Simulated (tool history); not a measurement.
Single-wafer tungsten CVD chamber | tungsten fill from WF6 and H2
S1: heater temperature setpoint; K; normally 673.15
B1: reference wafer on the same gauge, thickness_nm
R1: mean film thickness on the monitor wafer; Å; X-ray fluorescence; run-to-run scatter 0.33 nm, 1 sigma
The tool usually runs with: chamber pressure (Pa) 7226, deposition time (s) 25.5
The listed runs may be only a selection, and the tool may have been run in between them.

Run 1, hour 0.0: usual settings but S1 679.15 K; B1 81.525. Result: R1 1120.53 Å.
Run 2, hour 100.1: usual settings; B1 81.596. Result: R1 1005.50 Å.
Run 3, hour 180.1: usual settings; B1 81.485. Result: R1 1007.16 Å.
Run 4, hour 263.2: usual settings; B1 81.506. Result: R1 1002.01 Å.
Run 5, hour 324.9: usual settings; B1 81.485. Result: R1 1000.93 Å.
Run 6, hour 411.5: usual settings but S1 682.15 K, chamber pressure (Pa) 8519; B1 81.355. Result: R1 1240.18 Å.
Run 7, hour 479.7: usual settings but S1 682.15 K, chamber pressure (Pa) 8519; B1 81.528. Result: R1 1241.99 Å.
Run 8, hour 567.8: usual settings but chamber pressure (Pa) 5800; B1 81.482. Result: R1 932.62 Å.
Run 9, hour 671.7: usual settings but chamber pressure (Pa) 5800; B1 81.574. Result: R1 940.10 Å.
At hour 717.0: showerhead replaced.
Run 10, hour 769.8: usual settings but chamber pressure (Pa) 5800; B1 81.498. Result: R1 939.63 Å.
Run 11, hour 874.7: usual settings but chamber pressure (Pa) 8653, deposition time (s) 24.5; B1 81.454. Result: R1 1021.68 Å.
Run 12, hour 940.9: usual settings but chamber pressure (Pa) 8653, deposition time (s) 24.5; B1 81.406. Result: R1 1018.60 Å.
Run 13, hour 1000.1: usual settings but S1 661.15 K, chamber pressure (Pa) 7719, deposition time (s) 30.3; B1 81.502. Result: R1 976.44 Å.
Run 14, hour 1045.1: usual settings but S1 684.15 K, chamber pressure (Pa) 6746, deposition time (s) 23.8; B1 81.547. Result: R1 1113.33 Å.
At hour 1057.8: capacitance manometer re-zeroed and calibrated.
Run 15, hour 1107.2: usual settings; B1 81.535. Result: R1 1022.58 Å.
Run 16, hour 1158.9: usual settings but S1 664.15 K, chamber pressure (Pa) 9013, deposition time (s) 28.8; B1 81.561. Result: R1 1044.51 Å.
At hour 1235.7: gauge calibrated.
Run 17, hour 1262.5: usual settings but S1 683.15 K, chamber pressure (Pa) 5640, deposition time (s) 23.3; B1 81.504. Result: R1 1029.56 Å.
At hour 1282.7: thermocouple changed; heater temperature recalibrated.
Run 18, hour 1307.6: usual settings but S1 686.15 K, chamber pressure (Pa) 6586, deposition time (s) 20.6; B1 81.495. Result: R1 997.65 Å.
Run 19, hour 1403.7: usual settings but deposition time (s) 30.2; B1 81.514. Result: R1 1213.73 Å.
At hour 1430.1: capacitance manometer re-zeroed and calibrated, repeated, since the last time left the tool worse.
Run 20, hour 1444.4: usual settings but deposition time (s) 27.8; B1 81.583. Result: R1 1077.71 Å.
Run 21, hour 1549.5: usual settings; B1 81.645. Result: R1 993.09 Å.
Run 22, hour 1613.6: usual settings but S1 663.15 K; B1 81.503. Result: R1 824.59 Å.
Run 23, hour 1673.3: usual settings but chamber pressure (Pa) 6426; B1 81.396. Result: R1 963.34 Å.
Run 24, hour 1757.0: usual settings but chamber pressure (Pa) 5880, deposition time (s) 30.5; B1 81.492. Result: R1 1112.59 Å.
Run 25, hour 1816.5: usual settings; B1 81.494. Result: R1 1003.78 Å.

Some steps in R1, run to run, broken into two amounts with sign: the step expected even without the hidden condition (settings, incoming material, random variation), and the rest, left for the hidden condition together with whatever gauge scatter is not in both the measured and the hidden-condition-free result:
The hidden state here: wafer temperature above the value expected at the setpoint (K); true pressure above the setpoint (%); gauge reads high (%).
Run 5 -> 6: S1 673.15 -> 682.15, chamber pressure (Pa) 7226 -> 8519. R1 +239.25 Å: hidden state +3.16, all else +236.09.
Run 7 -> 8: S1 682.15 -> 673.15, chamber pressure (Pa) 8519 -> 5800. R1 -309.37 Å: hidden state -3.18, all else -306.19.
Run 14 -> 15: S1 684.15 -> 673.15, chamber pressure (Pa) 6746 -> 7226, deposition time (s) 23.8 -> 25.5, capacitance manometer re-zeroed and calibrated. R1 -90.75 Å: hidden state +12.24, all else -102.99.
Run 19 -> 20: deposition time (s) 30.2 -> 27.8, capacitance manometer re-zeroed and calibrated, repeated, since the last time left the tool worse. R1 -136.02 Å: hidden state -37.20, all else -98.82.

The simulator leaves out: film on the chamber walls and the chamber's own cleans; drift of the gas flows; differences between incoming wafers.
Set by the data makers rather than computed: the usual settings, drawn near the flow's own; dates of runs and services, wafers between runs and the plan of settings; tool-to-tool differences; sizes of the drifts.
